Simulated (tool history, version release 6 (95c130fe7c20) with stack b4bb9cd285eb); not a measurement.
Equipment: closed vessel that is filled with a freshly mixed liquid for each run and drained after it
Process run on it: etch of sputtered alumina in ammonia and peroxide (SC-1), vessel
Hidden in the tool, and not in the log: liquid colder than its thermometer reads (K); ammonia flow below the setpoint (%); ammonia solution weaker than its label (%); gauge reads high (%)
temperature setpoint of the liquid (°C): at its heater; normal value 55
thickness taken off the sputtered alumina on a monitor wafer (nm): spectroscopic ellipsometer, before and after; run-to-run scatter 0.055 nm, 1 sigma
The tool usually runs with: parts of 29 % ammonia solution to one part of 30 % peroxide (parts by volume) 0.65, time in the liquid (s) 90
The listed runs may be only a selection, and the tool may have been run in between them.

run,day,temperature setpoint of the liquid (°C),parts of 29 % ammonia solution to one part of 30 % peroxide (parts by volume),time in the liquid (s),wafers since the last listed run,hours since the thermometer was replaced,hours since the ammonia flow meter was replaced,hours since the drum of ammonia solution was connected,hours since the gauge calibration,"read-back film thickness of the sputtered alumina reference wafer, read on the same gauge (nm)",thickness taken off the sputtered alumina on a monitor wafer (nm)
1,0,55,0.55,90,0,1969.6,1332.9,386.5,21.7,120,8.74
2,0.488,55,0.55,90,835,1981.3,1344.6,398.2,33.4,120.03,8.74
3,0.817,55,0.55,90,564,1989.2,1352.5,406.1,41.3,119.99,8.66
4,1.45,55,0.65,60,1085,2004.4,1367.7,421.3,56.5,119.99,5.89
5,2.133,55,0.75,80,1171,2020.8,1384.1,437.7,72.9,119.99,7.9
6,2.504,55,0.75,80,635,2029.7,1393,446.6,81.8,119.98,7.96
7,3.008,55,0.75,80,864,2041.8,1405.1,458.7,93.9,120.03,7.9
# day 3.117: ammonia flow meter replaced
8,3.421,55,0.65,90,635,2051.7,7.3,468.6,103.8,120.02,8.87
9,3.708,55,0.65,90,492,2058.6,14.2,475.5,110.7,120,8.79
# day 4.208: thermometer replaced
10,4.3,63,0.9,65,942,2.2,28.4,489.7,124.9,119.99,9.92
# day 4.392: gauge calibrated
11,4.729,51.5,0.65,55,735,12.5,38.7,500,8.1,120.02,4.45
12,5.233,55,0.85,90,864,24.6,50.8,512.1,20.2,120.03,9
# day 5.642: new drum of ammonia solution connected
13,5.683,58.5,0.8,35,699,35.4,61.6,1,31,119.99,4.16
14,5.942,55,0.65,90,442,41.6,67.8,7.2,37.2,120.02,8.82
15,6.488,60,0.45,110,935,54.7,80.9,20.3,50.3,120.01,13.55
16,7.162,55,0.65,90,1157,70.9,97.1,36.5,66.5,119.97,8.8
17,7.471,62,0.65,90,528,78.3,104.5,43.9,73.9,120.02,12.52
18,7.729,51.5,0.85,120,442,84.5,110.7,50.1,80.1,120,10

Hidden state, per run?
liquid colder than its thermometer reads (K): 0 at every run
ammonia flow below the setpoint (%): 0 at every run
ammonia solution weaker than its label (%): 0 at every run
gauge reads high (%): 0 at every run

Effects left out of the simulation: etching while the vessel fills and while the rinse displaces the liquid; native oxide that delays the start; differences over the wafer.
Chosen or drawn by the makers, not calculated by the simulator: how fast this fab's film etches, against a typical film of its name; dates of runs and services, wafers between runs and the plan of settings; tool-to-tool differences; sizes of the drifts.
